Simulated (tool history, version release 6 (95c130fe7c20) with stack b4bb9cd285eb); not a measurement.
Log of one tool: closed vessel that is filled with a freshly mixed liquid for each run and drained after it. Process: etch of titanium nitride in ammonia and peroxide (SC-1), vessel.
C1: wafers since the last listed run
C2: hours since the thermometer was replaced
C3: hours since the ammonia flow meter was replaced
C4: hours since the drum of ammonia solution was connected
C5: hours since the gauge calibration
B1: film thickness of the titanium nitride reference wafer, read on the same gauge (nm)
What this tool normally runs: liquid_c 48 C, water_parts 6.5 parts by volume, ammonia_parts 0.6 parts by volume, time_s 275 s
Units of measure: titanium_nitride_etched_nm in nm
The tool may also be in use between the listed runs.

Run 1, hour 0: usual settings but ammonia_parts 0.8 parts by volume; C1 0; C2 2632.4; C3 454.3; C4 132.1; C5 333.8; B1 39.99. Result: titanium_nitride_etched_nm 19.22 nm.
Run 2, hour 164.4: usual settings but ammonia_parts 0.8 parts by volume; C1 11004; C2 2796.8; C3 618.7; C4 296.5; C5 498.2; B1 40. Result: titanium_nitride_etched_nm 18.79 nm.
At hour 170.4: ammonia flow meter replaced.
At hour 176: new drum of ammonia solution connected.
Run 3, hour 211.3: usual settings but ammonia_parts 0.8 parts by volume; C1 3005; C2 2843.7; C3 40.9; C4 35.3; C5 545.1; B1 40.01. Result: titanium_nitride_etched_nm 19.24 nm.
Run 4, hour 273.7: usual settings but water_parts 8 parts by volume; C1 4176; C2 2906.1; C3 103.3; C4 97.7; C5 607.5; B1 39.99. Result: titanium_nitride_etched_nm 16.72 nm.
Run 5, hour 367.4: usual settings but water_parts 8 parts by volume; C1 6271; C2 2999.8; C3 197; C4 191.4; C5 701.2; B1 39.99. Result: titanium_nitride_etched_nm 16.2 nm.
Run 6, hour 414.3: usual settings; C1 3139; C2 3046.7; C3 243.9; C4 238.3; C5 748.1; B1 40.01. Result: titanium_nitride_etched_nm 18.34 nm.
At hour 494: new drum of ammonia solution connected.
Run 7, hour 497.2: usual settings; C1 5482; C2 3129.6; C3 326.8; C4 3.2; C5 831; B1 40.01. Result: titanium_nitride_etched_nm 18.43 nm.
At hour 509.4: thermometer replaced.
Run 8, hour 548.6: usual settings but time_s 180 s; C1 3373; C2 39.2; C3 378.2; C4 54.6; C5 882.4; B1 40.01. Result: titanium_nitride_etched_nm 13.27 nm.
Run 9, hour 612.1: usual settings but time_s 180 s; C1 4250; C2 102.7; C3 441.7; C4 118.1; C5 945.9; B1 40. Result: titanium_nitride_etched_nm 13.18 nm.
Run 10, hour 697: usual settings; C1 5682; C2 187.6; C3 526.6; C4 203; C5 1030.8; B1 39.98. Result: titanium_nitride_etched_nm 20.18 nm.
At hour 751.4: ammonia flow meter replaced.
Run 11, hour 785.8: usual settings; C1 5876; C2 276.4; C3 34.4; C4 291.8; C5 1119.6; B1 40. Result: titanium_nitride_etched_nm 20.22 nm.
At hour 824.8: new drum of ammonia solution connected.
Run 12, hour 845.7: usual settings but liquid_c 52.5 C; C1 3942; C2 336.3; C3 94.3; C4 20.9; C5 1179.5; B1 40. Result: titanium_nitride_etched_nm 27.67 nm.
At hour 902.5: gauge calibrated.
Run 13, hour 908.7: usual settings; C1 4216; C2 399.3; C3 157.3; C4 83.9; C5 6.2; B1 40. Result: titanium_nitride_etched_nm 19.82 nm.
Run 14, hour 947.2: usual settings but liquid_c 52.5 C; C1 2577; C2 437.8; C3 195.8; C4 122.4; C5 44.7; B1 40.01. Result: titanium_nitride_etched_nm 27.98 nm.
Run 15, hour 1022.1: usual settings but liquid_c 55.5 C; C1 5013; C2 512.7; C3 270.7; C4 197.3; C5 119.6; B1 40.01. Result: titanium_nitride_etched_nm 33.62 nm.
Run 16, hour 1096.6: usual settings but liquid_c 55.5 C; C1 4986; C2 587.2; C3 345.2; C4 271.8; C5 194.1; B1 40. Result: titanium_nitride_etched_nm 33.01 nm.
At hour 1148.7: new drum of ammonia solution connected.
Run 17, hour 1200.2: usual settings but ammonia_parts 0.35 parts by volume, time_s 170 s; C1 6867; C2 690.8; C3 448.8; C4 51.5; C5 297.7; B1 39.98. Result: titanium_nitride_etched_nm 11.14 nm.
Run 18, hour 1284.7: usual settings but water_parts 5 parts by volume; C1 5656; C2 775.3; C3 533.3; C4 136; C5 382.2; B1 40.01. Result: titanium_nitride_etched_nm 22.14 nm.
Run 19, hour 1366.7: usual settings but liquid_c 43 C, water_parts 7.5 parts by volume, ammonia_parts 0.3 parts by volume; C1 5488; C2 857.3; C3 615.3; C4 218; C5 464.2; B1 40. Result: titanium_nitride_etched_nm 11.35 nm.
At hour 1400.7: ammonia flow meter replaced.
At hour 1454.6: new drum of ammonia solution connected.
Run 20, hour 1457.1: usual settings but time_s 140 s; C1 5917; C2 947.7; C3 56.4; C4 2.5; C5 554.6; B1 39.99. Result: titanium_nitride_etched_nm 9.99 nm.

Below are 5 alternative next runs, each starting from the tool's condition after run 20. Predict each:
Run A, hour 1457.8: usual settings but liquid_c 44 C; C1 46; C2 948.4; C3 57.1; C4 3.2; C5 555.3; B1 ?. Result: titanium_nitride_etched_nm ?.
Run B, hour 1457.8: usual settings but liquid_c 54.5 C, ammonia_parts 0.45 parts by volume; C1 46; C2 948.4; C3 57.1; C4 3.2; C5 555.3; B1 ?. Result: titanium_nitride_etched_nm ?.
Run C, hour 1457.8: usual settings but water_parts 5 parts by volume, time_s 400 s; C1 46; C2 948.4; C3 57.1; C4 3.2; C5 555.3; B1 ?. Result: titanium_nitride_etched_nm ?.
Run D, hour 1457.8: usual settings but water_parts 8.5 parts by volume, time_s 380 s; C1 46; C2 948.4; C3 57.1; C4 3.2; C5 555.3; B1 ?. Result: titanium_nitride_etched_nm ?.
Run E, hour 1457.8: usual settings but liquid_c 52 C; C1 46; C2 948.4; C3 57.1; C4 3.2; C5 555.3; B1 ?. Result: titanium_nitride_etched_nm ?.

run  B1  titanium_nitride_etched_nm
  A  40                       14.88
  B  40                       29.71
  C  40                        32.6
  D  40                       23.99
  E  40                       26.22
With no hidden state in the tool, these same runs would have given:
run  titanium_nitride_etched_nm
  A                       15.53
  B                       30.93
  C                       33.99
  D                       25.01
  E                       27.31
